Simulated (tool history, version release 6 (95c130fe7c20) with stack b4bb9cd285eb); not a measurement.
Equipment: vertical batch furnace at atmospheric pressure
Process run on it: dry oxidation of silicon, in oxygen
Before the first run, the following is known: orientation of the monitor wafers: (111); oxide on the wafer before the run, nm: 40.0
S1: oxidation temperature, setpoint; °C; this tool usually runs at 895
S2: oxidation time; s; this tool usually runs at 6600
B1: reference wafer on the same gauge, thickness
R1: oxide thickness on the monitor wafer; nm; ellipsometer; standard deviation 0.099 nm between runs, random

Run 1, hour 0.0: usual settings but S1 877 °C; B1 61.02. Result: R1 60.41 nm.
Run 2, hour 30.0: usual settings; B1 61.08. Result: R1 65.97 nm.
Run 3, hour 46.2: usual settings; B1 61.13. Result: R1 65.89 nm.
Run 4, hour 58.8: usual settings; B1 61.13. Result: R1 65.93 nm.
Run 5, hour 72.0: usual settings; B1 61.20. Result: R1 66.12 nm.
Run 6, hour 92.0: usual settings; B1 61.31. Result: R1 66.18 nm.
Run 7, hour 104.3: usual settings; B1 61.36. Result: R1 66.25 nm.
At hour 131.3: thermocouples replaced and temperature profile calibrated.
At hour 155.6: boat lift adjusted.
Run 8, hour 156.1: usual settings but S1 913 °C, S2 3570 s; B1 61.52. Result: R1 59.22 nm.
Run 9, hour 160.7: usual settings; B1 61.59. Result: R1 66.36 nm.
At hour 169.2: gauge calibrated.
Run 10, hour 178.9: usual settings but S1 876 °C, S2 9360 s; B1 60.86. Result: R1 67.37 nm.
Run 11, hour 206.6: usual settings but S2 3570 s; B1 60.87. Result: R1 54.54 nm.

Run 12 is up next; what results do you expect?
Run 12, hour 229.2: usual settings but S1 904 °C; B1 ?. Result: R1 ?.

{"run 12": {"B1": 60.91, "R1": 68.88}}
On a tool with no hidden condition, and with the same random variation, this run would have come out at R1 68.86 nm.

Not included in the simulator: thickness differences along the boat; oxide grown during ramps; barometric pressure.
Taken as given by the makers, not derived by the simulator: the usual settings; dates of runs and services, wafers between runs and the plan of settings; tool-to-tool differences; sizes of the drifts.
